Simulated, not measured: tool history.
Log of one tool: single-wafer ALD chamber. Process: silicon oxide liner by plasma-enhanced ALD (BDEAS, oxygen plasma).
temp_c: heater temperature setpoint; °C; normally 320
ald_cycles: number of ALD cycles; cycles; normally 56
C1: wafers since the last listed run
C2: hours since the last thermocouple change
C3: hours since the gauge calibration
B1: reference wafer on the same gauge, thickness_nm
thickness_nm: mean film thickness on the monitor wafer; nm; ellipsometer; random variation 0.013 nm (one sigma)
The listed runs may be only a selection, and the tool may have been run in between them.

{"run": 1, "hour": 0.0, "temp_c": 320, "ald_cycles": 51, "C1": 0, "C2": 796.2, "C3": 72.4, "B1": 4.433, "thickness_nm": 4.765}
{"run": 2, "hour": 15.7, "temp_c": 320, "ald_cycles": 63, "C1": 107, "C2": 811.9, "C3": 88.1, "B1": 4.43, "thickness_nm": 5.886}
{"run": 3, "hour": 22.3, "temp_c": 320, "ald_cycles": 63, "C1": 45, "C2": 818.5, "C3": 94.7, "B1": 4.431, "thickness_nm": 5.874}
{"run": 4, "hour": 28.5, "temp_c": 330, "ald_cycles": 56, "C1": 42, "C2": 824.7, "C3": 100.9, "B1": 4.437, "thickness_nm": 5.16}
{"run": 5, "hour": 45.7, "temp_c": 320, "ald_cycles": 56, "C1": 117, "C2": 841.9, "C3": 118.1, "B1": 4.437, "thickness_nm": 5.249}
{"run": 6, "hour": 63.3, "temp_c": 320, "ald_cycles": 56, "C1": 120, "C2": 859.5, "C3": 135.7, "B1": 4.44, "thickness_nm": 5.233}
{"run": 7, "hour": 70.5, "temp_c": 312, "ald_cycles": 58, "C1": 49, "C2": 866.7, "C3": 142.9, "B1": 4.441, "thickness_nm": 5.486}
{"run": 8, "hour": 83.0, "temp_c": 331, "ald_cycles": 49, "C1": 85, "C2": 879.2, "C3": 155.4, "B1": 4.441, "thickness_nm": 4.505}
{"run": 9, "hour": 91.7, "temp_c": 331, "ald_cycles": 49, "C1": 59, "C2": 887.9, "C3": 164.1, "B1": 4.449, "thickness_nm": 4.518}
{"run": 10, "hour": 98.1, "temp_c": 320, "ald_cycles": 56, "C1": 43, "C2": 894.3, "C3": 170.5, "B1": 4.447, "thickness_nm": 5.231}
{"run": 11, "hour": 112.5, "temp_c": 320, "ald_cycles": 56, "C1": 98, "C2": 908.7, "C3": 184.9, "B1": 4.447, "thickness_nm": 5.243}
{"run": 12, "hour": 124.9, "temp_c": 329, "ald_cycles": 56, "C1": 85, "C2": 921.1, "C3": 197.3, "B1": 4.451, "thickness_nm": 5.207}
{"run": 13, "hour": 132.7, "temp_c": 329, "ald_cycles": 56, "C1": 53, "C2": 928.9, "C3": 205.1, "B1": 4.448, "thickness_nm": 5.208}
{"run": 14, "hour": 145.3, "temp_c": 329, "ald_cycles": 56, "C1": 86, "C2": 941.5, "C3": 217.7, "B1": 4.457, "thickness_nm": 5.2}
{"run": 15, "hour": 153.6, "temp_c": 320, "ald_cycles": 56, "C1": 56, "C2": 949.8, "C3": 226.0, "B1": 4.458, "thickness_nm": 5.253}
{"run": 16, "hour": 159.9, "temp_c": 320, "ald_cycles": 56, "C1": 43, "C2": 956.1, "C3": 232.3, "B1": 4.459, "thickness_nm": 5.26}
{"run": 17, "hour": 181.7, "temp_c": 320, "ald_cycles": 56, "C1": 149, "C2": 977.9, "C3": 254.1, "B1": 4.47, "thickness_nm": 5.272}
{"run": 18, "hour": 188.6, "temp_c": 320, "ald_cycles": 56, "C1": 47, "C2": 984.8, "C3": 261.0, "B1": 4.469, "thickness_nm": 5.277}
{"run": 19, "hour": 199.9, "temp_c": 320, "ald_cycles": 56, "C1": 77, "C2": 996.1, "C3": 272.3, "B1": 4.47, "thickness_nm": 5.255}
{"run": 20, "hour": 207.5, "temp_c": 333, "ald_cycles": 60, "C1": 52, "C2": 1003.7, "C3": 279.9, "B1": 4.467, "thickness_nm": 5.564}
{"run": 21, "hour": 222.1, "temp_c": 320, "ald_cycles": 61, "C1": 100, "C2": 1018.3, "C3": 294.5, "B1": 4.483, "thickness_nm": 5.754}
{"run": 22, "hour": 237.8, "temp_c": 320, "ald_cycles": 67, "C1": 107, "C2": 1034.0, "C3": 310.2, "B1": 4.488, "thickness_nm": 6.335}
{"run": 23, "hour": 246.4, "temp_c": 320, "ald_cycles": 56, "C1": 58, "C2": 1042.6, "C3": 318.8, "B1": 4.49, "thickness_nm": 5.282}
{"run": 24, "hour": 259.9, "temp_c": 320, "ald_cycles": 56, "C1": 92, "C2": 1056.1, "C3": 332.3, "B1": 4.494, "thickness_nm": 5.322}
{"hour": 265.7, "done": "gauge calibrated"}
{"run": 25, "hour": 266.7, "temp_c": 335, "ald_cycles": 52, "C1": 46, "C2": 1062.9, "C3": 1.0, "B1": 4.422, "thickness_nm": 4.755}

What will run 26 give?
{"run": 26, "hour": 273.4, "temp_c": 335, "ald_cycles": 52, "C1": 45, "C2": 1069.6, "C3": 7.7, "B1": "?", "thickness_nm": "?"}

{"run 26": {"B1": 4.42, "thickness_nm": 4.749}}
Had the tool carried no hidden state, the very same run would have given thickness_nm 4.747 nm.
